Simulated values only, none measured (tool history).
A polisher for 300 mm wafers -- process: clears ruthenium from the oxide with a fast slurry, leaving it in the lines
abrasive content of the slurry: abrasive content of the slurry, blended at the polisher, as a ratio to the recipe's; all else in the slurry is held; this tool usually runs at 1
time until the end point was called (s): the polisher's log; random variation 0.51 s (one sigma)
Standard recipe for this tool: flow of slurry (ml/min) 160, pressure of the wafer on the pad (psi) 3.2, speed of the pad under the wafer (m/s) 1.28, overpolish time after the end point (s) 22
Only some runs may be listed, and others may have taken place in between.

run,hour,flow of slurry (ml/min),pressure of the wafer on the pad (psi),speed of the pad under the wafer (m/s),abrasive content of the slurry,overpolish time after the end point (s),wafers since the last listed run,wafers polished on this pad,hours since the slurry nozzle was cleaned,hours since the head pressure was calibrated,hours since the slurry blender was calibrated,"incoming thickness of the incoming film, nm",time until the end point was called (s)
1,0,160,3.2,1.28,1,22,0,1252,373.2,879.4,486.3,150.4,30.2
# hour 29.8: slurry blender recalibrated
# hour 60.2: worn pad replaced by a new one
2,60.7,160,3.2,0.94,1,22,673,6,433.9,940.1,30.9,150,38.1
3,157.1,160,3.2,1.28,1,22,1187,1193,530.3,1036.5,127.3,150.9,30.3
# hour 222.2: worn pad replaced by a new one
4,222.7,145,3.2,1.28,1,22,758,6,595.9,1102.1,192.9,150.2,30.7
# hour 267.8: slurry nozzle cleaned
5,288.8,145,3.2,1.28,1,22,801,808,21,1168.2,259,152.9,30.3
6,331.6,145,3.2,1.28,1,22,527,1335,63.8,1211,301.8,152.8,32.4
7,376.5,160,3.2,1.28,1,22,553,1888,108.7,1255.9,346.7,152.7,30.5
# hour 413.1: worn pad replaced by a new one
8,429.8,160,3.2,1.28,1,22,607,206,162,1309.2,400,148.9,30
9,481.4,130,3.2,0.96,0.85,22,635,841,213.6,1360.8,451.6,150.9,44.4
10,531.7,160,2.5,0.94,1,28,619,1461,263.9,1411.1,501.9,150.6,50.3
# hour 562.9: slurry blender recalibrated
11,603.3,130,3.2,0.96,0.85,22,857,2318,335.5,1482.7,40.4,148.2,43.1
# hour 611.9: worn pad replaced by a new one
12,628.2,160,3.2,1.28,1,22,257,200,360.4,1507.6,65.3,148.6,28.5
# hour 644.6: head pressure recalibrated
13,653.8,160,3.2,1.12,1.2,33,290,491,386,9.2,90.9,149.3,29.5
14,709,185,3.2,1.28,1,22,680,1171,441.2,64.4,146.1,147.9,28.7
15,753.5,200,3.2,1.28,1,22,548,1719,485.7,108.9,190.6,151.7,29.6
# hour 760.4: worn pad replaced by a new one
# hour 779: slurry nozzle cleaned
16,811.6,160,3.2,1.28,0.75,29,654,618,32.6,167,248.7,150,37.8
17,871.5,145,3.2,1.28,1,22,737,1356,92.5,226.9,308.6,148.5,30.6

Here are 3 independent what-if runs from the current tool condition. What would each one return?
A,871.9,160,3.2,1.28,1,22,4,1361,92.9,227.3,309,151.7,?
B,871.9,160,3.2,1.64,0.85,22,4,1361,92.9,227.3,309,151.7,?
C,871.9,200,3.7,1.28,1.25,22,4,1361,92.9,227.3,309,151.7,?

run,time until the end point was called (s)
A,29.8
B,27.4
C,22
With the hidden condition removed and each run's random variation left untouched, the same runs would have given:
run,time until the end point was called (s)
A,29.8
B,27.4
C,22
